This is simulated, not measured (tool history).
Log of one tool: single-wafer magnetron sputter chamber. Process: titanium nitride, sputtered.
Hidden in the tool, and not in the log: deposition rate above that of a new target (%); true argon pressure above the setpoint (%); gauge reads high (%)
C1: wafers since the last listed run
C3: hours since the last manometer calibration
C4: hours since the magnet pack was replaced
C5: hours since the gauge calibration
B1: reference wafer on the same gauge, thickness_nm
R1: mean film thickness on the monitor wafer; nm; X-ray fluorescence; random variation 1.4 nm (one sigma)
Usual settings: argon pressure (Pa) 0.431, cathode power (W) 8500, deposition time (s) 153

Run 1, day 0: usual settings; C1 0; wafers on the sputter target 1129; C3 864.2; C4 5244.3; C5 845.1; B1 220.095. Result: R1 251.439 nm.
Run 2, day 2.538: usual settings; C1 715; wafers on the sputter target 1844; C3 925.1; C4 5305.2; C5 906; B1 220.377. Result: R1 250.335 nm.
At day 3.262: gauge calibrated.
Run 3, day 5.246: usual settings; C1 763; wafers on the sputter target 2608; C3 990.1; C4 5370.2; C5 47.6; B1 219.853. Result: R1 249.394 nm.
Run 4, day 8.221: usual settings but argon pressure (Pa) 0.536, deposition time (s) 146; C1 838; wafers on the sputter target 3446; C3 1061.5; C4 5441.6; C5 119; B1 219.93. Result: R1 224.232 nm.
Run 5, day 9.829: usual settings but argon pressure (Pa) 0.536, deposition time (s) 146; C1 453; wafers on the sputter target 3900; C3 1100.1; C4 5480.2; C5 157.6; B1 220.121. Result: R1 224.839 nm.
Run 6, day 12.412: usual settings but argon pressure (Pa) 0.536, deposition time (s) 146; C1 728; wafers on the sputter target 4628; C3 1162.1; C4 5542.2; C5 219.6; B1 220.206. Result: R1 224.654 nm.
Run 7, day 15.354: usual settings but deposition time (s) 177; C1 829; wafers on the sputter target 5457; C3 1232.7; C4 5612.8; C5 290.2; B1 220.705. Result: R1 278.549 nm.
Run 8, day 20.054: usual settings but deposition time (s) 177; C1 1325; wafers on the sputter target 6783; C3 1345.5; C4 5725.6; C5 403; B1 219.681. Result: R1 276.648 nm.
Run 9, day 22.4: usual settings but deposition time (s) 177; C1 661; wafers on the sputter target 7444; C3 1401.8; C4 5781.9; C5 459.3; B1 219.715. Result: R1 275.171 nm.
At day 23.975: sputter target and shields replaced.
Run 10, day 25.012: usual settings but deposition time (s) 133; C1 642; wafers on the sputter target 292; C3 1464.5; C4 5844.6; C5 522; B1 219.763. Result: R1 217.473 nm.
Run 11, day 26.917: usual settings; C1 536; wafers on the sputter target 829; C3 1510.2; C4 5890.3; C5 567.7; B1 220.039. Result: R1 251.482 nm.
Run 12, day 29.421: usual settings but argon pressure (Pa) 0.319, cathode power (W) 6950; C1 706; wafers on the sputter target 1535; C3 1570.3; C4 5950.4; C5 627.8; B1 220.205. Result: R1 214.787 nm.
Run 13, day 31.029: usual settings but argon pressure (Pa) 0.594, cathode power (W) 10450, deposition time (s) 128; C1 453; wafers on the sputter target 1988; C3 1608.9; C4 5989; C5 666.4; B1 219.598. Result: R1 241.332 nm.
Run 14, day 33.812: usual settings but argon pressure (Pa) 0.313; C1 784; wafers on the sputter target 2773; C3 1675.7; C4 6055.8; C5 733.2; B1 220.322. Result: R1 260.586 nm.
Run 15, day 36.438: usual settings but argon pressure (Pa) 0.488, cathode power (W) 10050; C1 740; wafers on the sputter target 3513; C3 1738.7; C4 6118.8; C5 796.2; B1 219.883. Result: R1 283.063 nm.
At day 37.717: magnet pack replaced.
Run 16, day 38.296: usual settings but argon pressure (Pa) 0.272, cathode power (W) 6650, deposition time (s) 172; C1 429; wafers on the sputter target 3943; C3 1783.3; C4 13.9; C5 840.8; B1 219.988. Result: R1 230.707 nm.
At day 39.404: capacitance manometer re-zeroed and calibrated.
Run 17, day 40.896: usual settings but cathode power (W) 10550; C1 639; wafers on the sputter target 4582; C3 35.8; C4 76.3; C5 903.2; B1 220.526. Result: R1 301.754 nm.
At day 42.271: gauge calibrated.
Run 18, day 43.188: usual settings but argon pressure (Pa) 0.544, deposition time (s) 135; C1 646; wafers on the sputter target 5228; C3 90.8; C4 131.3; C5 22; B1 220.569. Result: R1 205.753 nm.
Run 19, day 44.662: usual settings but argon pressure (Pa) 0.319, deposition time (s) 132; C1 415; wafers on the sputter target 5644; C3 126.2; C4 166.7; C5 57.4; B1 219.7. Result: R1 219.298 nm.
Run 20, day 47.517: usual settings; C1 804; wafers on the sputter target 6449; C3 194.7; C4 235.2; C5 125.9; B1 219.399. Result: R1 239.641 nm.
Run 21, day 50.158: usual settings but argon pressure (Pa) 0.313; C1 744; wafers on the sputter target 7194; C3 258.1; C4 298.6; C5 189.3; B1 220.375. Result: R1 249.136 nm.
At day 51.083: sputter target and shields replaced.
Run 22, day 53.046: usual settings but argon pressure (Pa) 0.295, cathode power (W) 7000, deposition time (s) 176; C1 720; wafers on the sputter target 552; C3 327.4; C4 367.9; C5 258.6; B1 220.085. Result: R1 246.976 nm.
Run 23, day 55.992: usual settings; C1 830; wafers on the sputter target 1383; C3 398.1; C4 438.6; C5 329.3; B1 220.459. Result: R1 250.414 nm.

Forecast each of these 3 alternatives for the next run:
Run A, day 56.008: usual settings; C1 4; wafers on the sputter target 1388; C3 398.5; C4 439; C5 329.7; B1 ?. Result: R1 ?.
Run B, day 56.008: usual settings but argon pressure (Pa) 0.309, cathode power (W) 9900, deposition time (s) 168; C1 4; wafers on the sputter target 1388; C3 398.5; C4 439; C5 329.7; B1 ?. Result: R1 ?.
Run C, day 56.008: usual settings but argon pressure (Pa) 0.602, cathode power (W) 7900, deposition time (s) 180; C1 4; wafers on the sputter target 1388; C3 398.5; C4 439; C5 329.7; B1 ?. Result: R1 ?.

run       B1       R1
  A  220.044  247.918
  B  220.044  333.478
  C  220.044  252.957
Without the tool's hidden state the same runs would have given:
run       R1
  A  251.416
  B  338.183
  C  256.526

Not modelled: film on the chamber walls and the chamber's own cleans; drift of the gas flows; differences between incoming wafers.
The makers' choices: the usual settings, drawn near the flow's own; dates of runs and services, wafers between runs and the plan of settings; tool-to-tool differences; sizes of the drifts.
